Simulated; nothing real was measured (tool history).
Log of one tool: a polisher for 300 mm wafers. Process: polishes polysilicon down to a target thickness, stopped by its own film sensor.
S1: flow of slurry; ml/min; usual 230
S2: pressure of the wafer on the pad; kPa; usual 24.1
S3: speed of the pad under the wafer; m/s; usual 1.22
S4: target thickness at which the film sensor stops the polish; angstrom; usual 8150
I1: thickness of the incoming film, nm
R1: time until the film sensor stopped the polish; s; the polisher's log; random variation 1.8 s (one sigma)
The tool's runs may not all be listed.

run 1 hour=0 | S1=230 S2=24.1 S3=1.22 S4=8150 | I1=1909 | R1=119.2
-- hour=40.5 worn pad replaced by a new one
run 2 hour=60.9 | S1=230 S2=24.1 S3=1.22 S4=8150 | I1=1921.6 | R1=105.4
-- hour=112.1 slurry nozzle cleaned
run 3 hour=248.9 | S1=230 S2=24.1 S3=1.22 S4=8150 | I1=1928.3 | R1=119.2
-- hour=292.9 worn pad replaced by a new one
run 4 hour=294.1 | S1=230 S2=20.7 S3=1.22 S4=10490 | I1=1964 | R1=93.5
-- hour=303.9 head pressure recalibrated
run 5 hour=334 | S1=230 S2=20.7 S3=1.22 S4=10490 | I1=1938.2 | R1=97
run 6 hour=404.6 | S1=230 S2=24.1 S3=1.22 S4=8150 | I1=1935 | R1=116.6
run 7 hour=549.3 | S1=230 S2=24.1 S3=1.22 S4=8150 | I1=1936.2 | R1=117.8
-- hour=557.1 worn pad replaced by a new one
run 8 hour=620.1 | S1=230 S2=24.1 S3=1.22 S4=8150 | I1=1910.9 | R1=109.8
run 9 hour=667 | S1=230 S2=24.1 S3=1.22 S4=8150 | I1=1931.8 | R1=115.9
run 10 hour=715.6 | S1=230 S2=24.1 S3=0.94 S4=8150 | I1=1949.8 | R1=157.7
run 11 hour=776 | S1=230 S2=24.1 S3=1.22 S4=8150 | I1=1945.6 | R1=118.1
-- hour=784 worn pad replaced by a new one
run 12 hour=821.9 | S1=230 S2=19.3 S3=1.22 S4=8150 | I1=1922.6 | R1=123.2
-- hour=832 head pressure recalibrated
run 13 hour=901.1 | S1=230 S2=19.3 S3=0.92 S4=4630 | I1=1925.4 | R1=230.4
-- hour=932.4 slurry nozzle cleaned
run 14 hour=936 | S1=230 S2=24.1 S3=1.22 S4=8150 | I1=1980.7 | R1=119.4
run 15 hour=962 | S1=265 S2=32.4 S3=1.58 S4=6650 | I1=1919.5 | R1=80.9
run 16 hour=1015.8 | S1=230 S2=20.7 S3=1.22 S4=10490 | I1=1929.7 | R1=104.2
-- hour=1025 worn pad replaced by a new one
run 17 hour=1040.4 | S1=230 S2=21.4 S3=1.22 S4=8150 | I1=1951.4 | R1=117.9
run 18 hour=1084.3 | S1=175 S2=29 S3=1.22 S4=8150 | I1=1957.3 | R1=107.4
run 19 hour=1109.7 | S1=230 S2=24.1 S3=1.22 S4=8150 | I1=1946.5 | R1=119.2
run 20 hour=1138.2 | S1=230 S2=24.1 S3=1.22 S4=5520 | I1=1955.3 | R1=148.3
run 21 hour=1177.5 | S1=190 S2=24.1 S3=1.62 S4=9950 | I1=1933.1 | R1=76.8
run 22 hour=1237.9 | S1=170 S2=24.1 S3=1.22 S4=8150 | I1=1952.9 | R1=128.8
run 23 hour=1283 | S1=230 S2=24.1 S3=0.82 S4=6750 | I1=1933.4 | R1=207.6

The tool's hidden state at each run:
slurry flow missing at the pad, %: 0 in every run
deviation of the head's pressure from its setpoint, %: 0 in every run
H1: removal rate lost through wear of the pad, %
run=1 H1=13.1
run=2 H1=3.71
run=3 H1=12.5
run=4 H1=1.84
run=5 H1=6.48
run=6 H1=10.9
run=7 H1=13.7
run=8 H1=8.04
run=9 H1=10.6
run=10 H1=12.1
run=11 H1=13.1
run=12 H1=5.16
run=13 H1=10.1
run=14 H1=11.1
run=15 H1=11.7
run=16 H1=12.4
run=17 H1=4.11
run=18 H1=8.35
run=19 H1=9.97
run=20 H1=11.3
run=21 H1=12.5
run=22 H1=13.6
run=23 H1=14
